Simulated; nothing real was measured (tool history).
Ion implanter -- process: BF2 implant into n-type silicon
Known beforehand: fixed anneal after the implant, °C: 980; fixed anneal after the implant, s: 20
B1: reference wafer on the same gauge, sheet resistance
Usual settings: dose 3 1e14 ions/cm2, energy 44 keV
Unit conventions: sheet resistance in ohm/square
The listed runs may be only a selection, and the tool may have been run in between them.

Run 1, hour 0: usual settings; B1 343.28. Result: sheet resistance 332.5 ohm/square.
Run 2, hour 33.9: usual settings; B1 343.79. Result: sheet resistance 331.1 ohm/square.
Run 3, hour 56.5: usual settings; B1 344.06. Result: sheet resistance 332.71 ohm/square.
Run 4, hour 91.7: usual settings; B1 344.63. Result: sheet resistance 330.96 ohm/square.
Run 5, hour 114.4: usual settings; B1 344.62. Result: sheet resistance 333.58 ohm/square.
Run 6, hour 128: usual settings; B1 344.6. Result: sheet resistance 332.78 ohm/square.
Run 7, hour 150.3: usual settings but dose 2.68 1e14 ions/cm2, energy 54.5 keV; B1 345. Result: sheet resistance 359.59 ohm/square.
Run 8, hour 169.2: usual settings but dose 2.68 1e14 ions/cm2, energy 54.5 keV; B1 345.28. Result: sheet resistance 356.99 ohm/square.
Run 9, hour 203.5: usual settings but dose 2.68 1e14 ions/cm2, energy 54.5 keV; B1 345.52. Result: sheet resistance 358.2 ohm/square.
Run 10, hour 225.3: usual settings; B1 346.53. Result: sheet resistance 331.92 ohm/square.
Run 11, hour 253.4: usual settings; B1 346.59. Result: sheet resistance 335.71 ohm/square.
Run 12, hour 278: usual settings; B1 347.16. Result: sheet resistance 333.79 ohm/square.
Run 13, hour 313.4: usual settings; B1 347.6. Result: sheet resistance 336.4 ohm/square.
Run 14, hour 346: usual settings but dose 3.54 1e14 ions/cm2, energy 52 keV; B1 348.27. Result: sheet resistance 284.52 ohm/square.
Run 15, hour 370.1: usual settings; B1 348.77. Result: sheet resistance 335.78 ohm/square.
Run 16, hour 388.2: usual settings but dose 3.87 1e14 ions/cm2, energy 55 keV; B1 349.08. Result: sheet resistance 261.94 ohm/square.
Run 17, hour 412.1: usual settings but energy 38 keV; B1 349.81. Result: sheet resistance 341.36 ohm/square.
Run 18, hour 432.9: usual settings but dose 2.12 1e14 ions/cm2, energy 39 keV; B1 350.01. Result: sheet resistance 452.92 ohm/square.
At hour 450.3: Faraday cup replaced and dose calibrated.
Run 19, hour 451.2: usual settings but dose 2.44 1e14 ions/cm2, energy 50.5 keV; B1 350.44. Result: sheet resistance 395.71 ohm/square.
Run 20, hour 469.9: usual settings; B1 350.96. Result: sheet resistance 338.32 ohm/square.

Run 21 comes next. What will it give?
At hour 485.7: extraction supply calibrated.
At hour 491.5: gauge calibrated.
Run 21, hour 500.2: usual settings; B1 ?. Result: sheet resistance ?.

B1: 344.9
sheet resistance: 334.76 ohm/square
Take away the tool's hidden state, keep the run-to-run variation as it was, and the same run would have given sheet resistance 333.56 ohm/square.
